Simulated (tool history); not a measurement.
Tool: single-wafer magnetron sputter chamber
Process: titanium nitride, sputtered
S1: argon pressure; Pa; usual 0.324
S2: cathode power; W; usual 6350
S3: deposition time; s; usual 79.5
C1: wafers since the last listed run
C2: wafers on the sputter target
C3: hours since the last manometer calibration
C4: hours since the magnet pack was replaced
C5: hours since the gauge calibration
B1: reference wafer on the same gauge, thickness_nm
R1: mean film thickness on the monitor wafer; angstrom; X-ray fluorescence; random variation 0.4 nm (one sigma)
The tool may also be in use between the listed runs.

run    hour     S1    S2    S3    C1    C2      C3      C4      C5       B1       R1
  1     0.0  0.367  6350  79.5     0  1994  1132.9  5503.1   703.4  107.873   889.83
  2    49.4  0.367  6350  79.5   618  2612  1182.3  5552.5   752.8  107.903   889.05
  3   144.4  0.367  6350  79.5  1188  3800  1277.3  5647.5   847.8  108.056   891.74
  4   192.5  0.324  6350  79.5   601  4402  1325.4  5695.6   895.9  107.951   914.56
  5   258.2  0.324  6350  79.5   821  5224  1391.1  5761.3   961.6  108.035   919.58
  6   327.6  0.324  6350  79.5   868  6092  1460.5  5830.7  1031.0  107.825   914.01
  7   381.9  0.324  6350  79.5   679  6772  1514.8  5885.0  1085.3  108.005   915.96
      406.4  -- sputter target and shields replaced
  8   484.9  0.223  6350  79.5  1188   981  1617.8  5988.0  1188.3  107.950   951.42
  9   534.2  0.223  6350  79.5   616  1598  1667.1  6037.3  1237.6  108.017   956.97
 10   610.0  0.223  6350  79.5   948  2546  1742.9  6113.1  1313.4  107.671   969.26
 11   849.3  0.324  6350  79.5  2993  5540  1982.2  6352.4  1552.7  108.027   918.82
      935.7  -- sputter target and shields replaced
 12   937.5  0.324  6350  79.5  1003    21  2070.4  6440.6  1640.9  108.161   917.76
 13  1026.3  0.324  6350  79.5  1110  1132  2159.2  6529.4  1729.7  108.222   913.92
 14  1123.2  0.324  6350  82.9  1212  2345  2256.1  6626.3  1826.6  107.943   961.33
 15  1183.9  0.324  6350  82.9   759  3104  2316.8  6687.0  1887.3  107.977   961.06
 16  1282.1  0.324  6350  82.9  1228  4333  2415.0  6785.2  1985.5  108.080   958.27
     1300.7  -- magnet pack replaced
 17  1330.9  0.324  6350  79.5   510  4843  2463.8    30.2  2034.3  108.180   924.92
 18  1370.0  0.324  6350  87.5   489  5332  2502.9    69.3  2073.4  108.099  1012.45
     1432.7  -- sputter target and shields replaced
 19  1433.0  0.240  7700  72.8   688     4  2565.9   132.3  2136.4  108.076  1061.09
 20  1523.3  0.196  5750  93.4  1129  1134  2656.2   222.6  2226.7  107.869  1037.82
 21  1625.7  0.287  7300  70.0  1281  2415  2758.6   325.0  2329.1  107.884   953.70
 22  1704.1  0.324  6350  79.5   980  3396  2837.0   403.4  2407.5  107.967   933.50
     1742.4  -- gauge calibrated
     1744.5  -- capacitance manometer re-zeroed and calibrated
 23  1771.0  0.324  6350  79.5   736  4132    26.5   470.3    28.6  107.908   906.05
 24  1811.6  0.401  5200  66.9   507  4640    67.1   510.9    69.2  108.195   602.26
 25  1901.2  0.324  6350  79.5  1120  5761   156.7   600.5   158.8  108.099   916.25
 26  1997.2  0.324  6350  79.5  1201  6962   252.7   696.5   254.8  108.184   901.46
     2022.7  -- sputter target and shields replaced
 27  2080.0  0.324  7850  79.5   935   717   335.5   779.3   337.6  107.973  1127.78
 28  2157.9  0.324  5950  79.5   974  1691   413.4   857.2   415.5  107.918   854.06
 29  2209.8  0.271  7500  93.3   649  2341   465.3   909.1   467.4  108.106  1295.88
 30  2299.2  0.324  6350  79.5  1118  3459   554.7   998.5   556.8  108.100   902.77
 31  2346.1  0.367  6350  79.5   586  4046   601.6  1045.4   603.7  108.154   889.00
 32  2430.7  0.324  5050  72.1  1058  5104   686.2  1130.0   688.3  108.126   653.16
 33  2468.7  0.288  6350  92.5   475  5580   724.2  1168.0   726.3  108.101  1079.39
     2502.4  -- sputter target and shields replaced
 34  2530.7  0.324  6350  79.5   675   353   786.2  1230.0   788.3  107.893   908.03

Hidden state or all else? Some run-to-run changes of R1, split into what the settings, what came in and random variation would give without the hidden state, and what is left for the hidden state (with any gauge scatter that isn't in both results):
The hidden state here: deposition rate above that of a new target (%); true argon pressure above the setpoint (%); gauge reads high (%).
Run 10 -> 11: S1 0.223 -> 0.324. R1 -50.44 angstrom: hidden state +5.86, all else -56.30.
Run 20 -> 21: S1 0.196 -> 0.287, S2 5750 -> 7300, S3 93.4 -> 70.0. R1 -84.12 angstrom: hidden state +8.09, all else -92.21.
Run 22 -> 23: gauge calibrated, capacitance manometer re-zeroed and calibrated. R1 -27.45 angstrom: hidden state -19.11, all else -8.34.
Run 28 -> 29: S1 0.324 -> 0.271, S2 5950 -> 7500, S3 79.5 -> 93.3. R1 +441.82 angstrom: hidden state +0.80, all else +441.02.
Run 29 -> 30: S1 0.271 -> 0.324, S2 7500 -> 6350, S3 93.3 -> 79.5. R1 -393.11 angstrom: hidden state -0.26, all else -392.85.
Run 32 -> 33: S1 0.324 -> 0.288, S2 5050 -> 6350, S3 72.1 -> 92.5. R1 +426.23 angstrom: hidden state +1.48, all else +424.75.

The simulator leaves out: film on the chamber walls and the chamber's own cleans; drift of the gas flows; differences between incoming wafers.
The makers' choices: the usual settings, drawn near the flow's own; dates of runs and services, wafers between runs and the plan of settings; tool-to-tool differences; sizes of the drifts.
